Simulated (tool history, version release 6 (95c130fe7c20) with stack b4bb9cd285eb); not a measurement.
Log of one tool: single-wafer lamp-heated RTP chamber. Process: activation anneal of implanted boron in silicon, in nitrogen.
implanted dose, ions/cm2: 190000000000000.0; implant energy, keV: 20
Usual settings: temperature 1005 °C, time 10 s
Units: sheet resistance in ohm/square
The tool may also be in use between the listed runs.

run    hour  temperature  time  read-back reference wafer on the same gauge, sheet resistance  sheet resistance
  1       0         1005    10                                                         439.09            495.47
  2    56.3          996    10                                                         438.58            499.31
  3   104.9          996    10                                                         438.75            498.66
  4   152.9         1005    10                                                         438.74            496.06
  5   200.1         1005    10                                                         438.93            495.35
  6   234.9         1005    10                                                         439.18            494.13
      244.5  -- pyrometer window cleaned and pyrometer calibrated
  7   295.7          982    12                                                         439.07            499.81
  8   359.5          982    12                                                         439.04            500.48
      388.4  -- reflector plate cleaned
  9   431.5          982    12                                                          438.7             501.9
 10   498.2         1005    10                                                         439.13            494.44
 11   538.9         1005    10                                                         438.89            493.97
 12   594.4         1005    10                                                         439.26            495.28
 13   642.3         1005    10                                                         438.69             494.6
 14   687.9         1005    10                                                         439.42               494
 15   775.7         1005    10                                                         439.15            493.64
 16   841.8         1005     5                                                         439.12            495.45
      873.8  -- pyrometer window cleaned and pyrometer calibrated, repeated, since the last time left the tool worse
 17   887.6         1005    10                                                         438.79            495.49
     1017.2  -- reflector plate cleaned
 18  1098.7         1014    12                                                         438.94            494.92
 19  1144.2         1017    13                                                         438.98            493.72
 20  1198.7          989     5                                                         439.02            504.28
 21  1256.7         1014    13                                                         438.98            494.16
 22  1308.3         1005    10                                                         438.59            497.01
 23  1338.2         1027    12                                                         438.84             492.4
 24  1402.1          986     6                                                         438.92            504.28
 25  1446.3         1015    14                                                         439.04             493.5
     1461.9  -- pyrometer window cleaned and pyrometer calibrated
     1470.5  -- gauge calibrated
 26  1489.1          979     4                                                         439.07            519.52
 27  1546.3         1020    13                                                         438.82            494.53
 28  1600.9         1005    10                                                         439.12            496.16
 29    1663         1005    10                                                         439.09             496.7
 30  1730.2         1005    10                                                            439             496.3
     1841.8  -- reflector plate cleaned
 31  1931.4         1005    10                                                         439.15            494.91
 32  1968.3         1019     8                                                         439.02            493.75

Run 33 comes next. What will it give?
     1988.4  -- pyrometer window cleaned and pyrometer calibrated
 33  2036.2         1005     7                                                              ?                 ?

Run 33 gave read-back reference wafer on the same gauge, sheet resistance 438.99, sheet resistance 497.23 ohm/square.
Without the tool's hidden state the same run would have given sheet resistance 497.89 ohm/square.
